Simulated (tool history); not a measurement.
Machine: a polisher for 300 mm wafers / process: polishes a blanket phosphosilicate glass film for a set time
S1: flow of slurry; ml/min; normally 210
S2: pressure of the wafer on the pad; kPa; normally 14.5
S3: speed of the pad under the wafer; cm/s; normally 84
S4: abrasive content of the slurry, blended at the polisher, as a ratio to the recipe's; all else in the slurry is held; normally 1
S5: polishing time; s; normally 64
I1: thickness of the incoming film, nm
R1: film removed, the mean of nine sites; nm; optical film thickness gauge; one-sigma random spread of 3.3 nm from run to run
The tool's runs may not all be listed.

run     day   S1    S2  S3    S4  S5      I1     R1
  1       0  240  14.5  84  0.85  64  4502.4  229.2
      0.283  -- worn pad replaced by a new one
  2   1.246  240  14.5  84  0.85  64  4384.5  228.9
  3   2.654  240  14.5  84  0.85  64  4463.6  231.7
  4   3.425  210  16.5  98     1  64  4402.6  302.4
  5   4.558  210  14.5  84     1  64  4524.9  233.2
      4.908  -- worn pad replaced by a new one
      5.017  -- slurry nozzle cleaned
  6    5.15  210  14.5  84     1  64  4432.6  261.5
      5.679  -- head pressure recalibrated
  7     5.7  210  14.5  84     1  64  4433.6  256.1
      5.854  -- slurry blender recalibrated
      6.271  -- conditioning disc replaced and pad reconditioned
  8   6.625  210  14.5  84     1  45  4429.8  179.7
      9.142  -- worn pad replaced by a new one
  9   9.333  210  19.3  84     1  47  4401.6  249.5
 10   10.55  210  14.5  84     1  64  4373.2  252.6
 11  11.246  210  14.5  84     1  74  4493.5  287.4
 12  11.796  210  14.5  84   1.2  79  4483.5  335.6

What will run 13 give?
 13  13.062  210  14.5  56   1  64  4418.6   ?

R1: 179.2 nm
Were there no unlogged condition in the tool, this run, its random variation unchanged, would have produced R1 187.3 nm.
